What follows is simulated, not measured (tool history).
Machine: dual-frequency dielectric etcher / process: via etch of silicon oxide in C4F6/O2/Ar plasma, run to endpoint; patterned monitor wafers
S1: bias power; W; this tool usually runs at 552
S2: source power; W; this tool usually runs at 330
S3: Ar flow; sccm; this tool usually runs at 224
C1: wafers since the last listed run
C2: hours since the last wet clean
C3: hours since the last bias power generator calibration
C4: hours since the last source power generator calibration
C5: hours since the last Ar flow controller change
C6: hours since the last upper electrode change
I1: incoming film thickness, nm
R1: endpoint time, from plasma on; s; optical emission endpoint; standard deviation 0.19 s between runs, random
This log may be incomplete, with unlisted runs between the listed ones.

| run | day | S1 | S2 | S3 | C1 | C2 | C3 | C4 | C5 | C6 | I1 | R1 |
|---|---|---|---|---|---|---|---|---|---|---|---|---|
| 1 | 0.000 | 552 | 270 | 224 | 0 | 368.6 | 2657.3 | 2049.7 | 1784.9 | 2478.4 | 179.1 | 44.4 |
|  | 1.533 | bias power generator calibrated |
|  | 1.604 | wet clean of the chamber |
| 2 | 1.625 | 552 | 270 | 224 | 327 | 0.5 | 2.2 | 2088.7 | 1823.9 | 2517.4 | 178.1 | 45.7 |
| 3 | 1.642 | 552 | 330 | 224 | 3 | 0.9 | 2.6 | 2089.1 | 1824.3 | 2517.8 | 178.2 | 42.9 |
| 4 | 1.654 | 552 | 330 | 224 | 2 | 1.2 | 2.9 | 2089.4 | 1824.6 | 2518.1 | 178.0 | 42.6 |
| 5 | 2.083 | 552 | 360 | 224 | 101 | 11.5 | 13.2 | 2099.7 | 1834.9 | 2528.4 | 178.6 | 41.4 |
| 6 | 3.067 | 552 | 330 | 224 | 231 | 35.1 | 36.8 | 2123.3 | 1858.5 | 2552.0 | 179.6 | 42.8 |
| 7 | 3.538 | 552 | 330 | 266 | 110 | 46.4 | 48.1 | 2134.6 | 1869.8 | 2563.3 | 182.3 | 44.7 |
|  | 4.796 | upper electrode replaced |
| 8 | 4.817 | 552 | 330 | 224 | 65 | 77.1 | 78.8 | 2165.3 | 1900.5 | 0.5 | 178.9 | 42.6 |
| 9 | 4.829 | 552 | 330 | 224 | 2 | 77.4 | 79.1 | 2165.6 | 1900.8 | 0.8 | 178.6 | 42.5 |
| 10 | 4.842 | 552 | 400 | 224 | 2 | 77.7 | 79.4 | 2165.9 | 1901.1 | 1.1 | 180.9 | 39.9 |
| 11 | 5.146 | 644 | 330 | 267 | 71 | 85.0 | 86.7 | 2173.2 | 1908.4 | 8.4 | 179.0 | 42.2 |
| 12 | 5.542 | 552 | 360 | 210 | 93 | 94.5 | 96.2 | 2182.7 | 1917.9 | 17.9 | 178.8 | 41.3 |
| 13 | 5.996 | 464 | 330 | 224 | 107 | 105.4 | 107.1 | 2193.6 | 1928.8 | 28.8 | 180.4 | 44.9 |
| 14 | 6.396 | 445 | 360 | 239 | 94 | 115.0 | 116.7 | 2203.2 | 1938.4 | 38.4 | 180.6 | 44.3 |
|  | 7.062 | source power generator calibrated |
| 15 | 7.146 | 645 | 370 | 224 | 137 | 133.0 | 134.7 | 2.0 | 1956.4 | 56.4 | 179.2 | 39.1 |
|  | 7.996 | Ar flow controller replaced |
| 16 | 8.017 | 552 | 330 | 224 | 146 | 153.9 | 155.6 | 22.9 | 0.5 | 77.3 | 179.7 | 42.7 |
| 17 | 8.146 | 504 | 280 | 255 | 30 | 157.0 | 158.7 | 26.0 | 3.6 | 80.4 | 176.8 | 46.3 |
| 18 | 8.712 | 552 | 280 | 224 | 133 | 170.6 | 172.3 | 39.6 | 17.2 | 94.0 | 177.9 | 44.5 |
| 19 | 9.167 | 467 | 390 | 198 | 107 | 181.5 | 183.2 | 50.5 | 28.1 | 104.9 | 178.8 | 40.7 |
| 20 | 9.450 | 605 | 330 | 224 | 66 | 188.3 | 190.0 | 57.3 | 34.9 | 111.7 | 178.6 | 41.1 |
| 21 | 10.121 | 656 | 330 | 172 | 158 | 204.4 | 206.1 | 73.4 | 51.0 | 127.8 | 178.0 | 38.4 |
| 22 | 10.412 | 656 | 330 | 172 | 68 | 211.4 | 213.1 | 80.4 | 58.0 | 134.8 | 178.3 | 38.3 |
| 23 | 11.492 | 552 | 330 | 224 | 254 | 237.3 | 239.0 | 106.3 | 83.9 | 160.7 | 178.8 | 41.7 |
| 24 | 11.746 | 625 | 350 | 197 | 59 | 243.4 | 245.1 | 112.4 | 90.0 | 166.8 | 179.5 | 39.1 |
| 25 | 12.904 | 552 | 390 | 181 | 273 | 271.2 | 272.9 | 140.2 | 117.8 | 194.6 | 178.7 | 38.0 |
| 26 | 13.362 | 552 | 330 | 190 | 108 | 282.2 | 283.9 | 151.2 | 128.8 | 205.6 | 178.6 | 40.5 |
| 27 | 13.621 | 608 | 290 | 239 | 60 | 288.4 | 290.1 | 157.4 | 135.0 | 211.8 | 177.8 | 42.6 |
| 28 | 14.442 | 552 | 330 | 224 | 193 | 308.1 | 309.8 | 177.1 | 154.7 | 231.5 | 176.8 | 40.9 |

Branching from run 28: 5 alternative next runs. What would each branch give?
| A | 14.458 | 442 | 330 | 224 | 3 | 308.5 | 310.2 | 177.5 | 155.1 | 231.9 | 179.9 | ? |
| B | 14.458 | 617 | 350 | 224 | 3 | 308.5 | 310.2 | 177.5 | 155.1 | 231.9 | 179.9 | ? |
| C | 14.458 | 478 | 330 | 278 | 3 | 308.5 | 310.2 | 177.5 | 155.1 | 231.9 | 179.9 | ? |
| D | 14.458 | 626 | 330 | 192 | 3 | 308.5 | 310.2 | 177.5 | 155.1 | 231.9 | 179.9 | ? |
| E | 14.458 | 619 | 300 | 190 | 3 | 308.5 | 310.2 | 177.5 | 155.1 | 231.9 | 179.9 | ? |

| run | R1 |
|---|---|
| A | 44.3 |
| B | 39.8 |
| C | 44.8 |
| D | 39.5 |
| E | 40.9 |
What these runs would have given with no unlogged condition in the tool:
| run | R1 |
|---|---|
| A | 45.8 |
| B | 41.2 |
| C | 46.3 |
| D | 40.9 |
| E | 42.4 |
